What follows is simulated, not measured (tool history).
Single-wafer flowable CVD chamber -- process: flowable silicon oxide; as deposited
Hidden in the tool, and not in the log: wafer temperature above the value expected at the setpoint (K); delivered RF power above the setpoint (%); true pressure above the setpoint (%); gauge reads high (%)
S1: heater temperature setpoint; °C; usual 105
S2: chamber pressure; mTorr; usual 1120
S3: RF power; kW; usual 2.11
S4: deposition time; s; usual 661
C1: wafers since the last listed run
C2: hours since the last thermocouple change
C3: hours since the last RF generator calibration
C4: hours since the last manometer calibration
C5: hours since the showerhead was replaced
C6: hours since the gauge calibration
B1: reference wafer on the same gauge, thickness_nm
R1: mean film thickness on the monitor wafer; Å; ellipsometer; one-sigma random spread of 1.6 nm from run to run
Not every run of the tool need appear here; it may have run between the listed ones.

run,hour,S1,S2,S3,S4,C1,C2,C3,C4,C5,C6,B1,R1
1,0,95,1120,2.11,661,0,946.5,1339.6,16.8,5747.5,363.4,523.488,7259.52
2,32.6,95,1120,2.11,661,62,979.1,1372.2,49.4,5780.1,396,522.942,7243.18
3,46.2,95,1120,2.11,661,26,992.7,1385.8,63,5793.7,409.6,523.5,7273.93
4,78.6,105,1120,2.11,661,62,1025.1,1418.2,95.4,5826.1,442,523.118,4962.29
# hour 102.8: showerhead replaced
5,107.3,105,1120,2.11,661,39,1053.8,1446.9,124.1,4.5,470.7,523.516,4978.02
6,121.5,105,1120,2.11,704,27,1068,1461.1,138.3,18.7,484.9,522.851,5301.51
7,146.1,105,1120,2.11,719,47,1092.6,1485.7,162.9,43.3,509.5,522.792,5427.24
8,169,95,1120,2.11,661,44,1115.5,1508.6,185.8,66.2,532.4,523.09,7299.18
9,203.8,105,1120,2.11,661,67,1150.3,1543.4,220.6,101,567.2,522.858,4997.15
10,217.9,105,1120,2.11,661,27,1164.4,1557.5,234.7,115.1,581.3,522.831,4993.68
11,235.4,91,1120,2.11,588,33,1181.9,1575,252.2,132.6,598.8,523.81,7521.38
12,247.6,105,860,2.11,661,23,1194.1,1587.2,264.4,144.8,611,523.423,3776.75
# hour 265.5: gauge calibrated
# hour 278.3: thermocouple changed; heater temperature recalibrated
13,278.8,118,1240,2.11,661,44,0.5,1618.4,295.6,176,13.3,522.908,3472.69
14,290.2,110,1120,2.11,708,21,11.9,1629.8,307,187.4,24.7,523.432,4432.98
15,314.7,91,1120,2.11,771,47,36.4,1654.3,331.5,211.9,49.2,523.268,9874.03
16,342.8,105,1380,2.24,604,54,64.5,1682.4,359.6,240,77.3,522.983,5655.62
17,398,96,1120,2.11,661,106,119.7,1737.6,414.8,295.2,132.5,523.049,7039.67
18,420.4,105,1120,2.11,661,43,142.1,1760,437.2,317.6,154.9,523.414,5026.95
# hour 436.3: RF generator calibrated
19,436.8,105,1020,2.11,533,16,158.5,0.5,453.6,334,171.3,523.132,3755.58
20,446.9,95,1200,1.915,661,19,168.6,10.6,463.7,344.1,181.4,523.304,7838.13
21,479,105,1120,2.11,661,61,200.7,42.7,495.8,376.2,213.5,523.469,5119.19
22,492.1,110,1020,2.11,734,25,213.8,55.8,508.9,389.3,226.6,522.665,4293.93
23,514.3,98,1120,2.11,571,42,236,78,531.1,411.5,248.8,522.797,5780.28
24,546.9,105,1120,2.11,661,62,268.6,110.6,563.7,444.1,281.4,522.844,5108.93
25,582.4,105,1120,2.11,788,68,304.1,146.1,599.2,479.6,316.9,523.26,6096.37
26,600.9,105,1380,2.24,604,35,322.6,164.6,617.7,498.1,335.4,523.426,5761.49
27,636,105,1120,2.11,661,67,357.7,199.7,652.8,533.2,370.5,523.858,5142.42
28,655,105,1390,1.77,735,36,376.7,218.7,671.8,552.2,389.5,522.915,6720.32
29,667.6,105,1390,2.41,661,24,389.3,231.3,684.4,564.8,402.1,523.371,6465.28

Predict each of these 3 candidate next runs independently; none follows another, all start after run 29:
A,668.2,105,1120,2.11,661,1,389.9,231.9,685,565.4,402.7,?,?
B,668.2,105,1120,2.11,592,1,389.9,231.9,685,565.4,402.7,?,?
C,668.2,105,910,1.915,661,1,389.9,231.9,685,565.4,402.7,?,?

run,B1,R1
A,523.034,5106.65
B,523.034,4573.58
C,523.034,4024.75
Had the tool no hidden state, the same runs would have come out as:
run,R1
A,5005.11
B,4482.64
C,3938.48
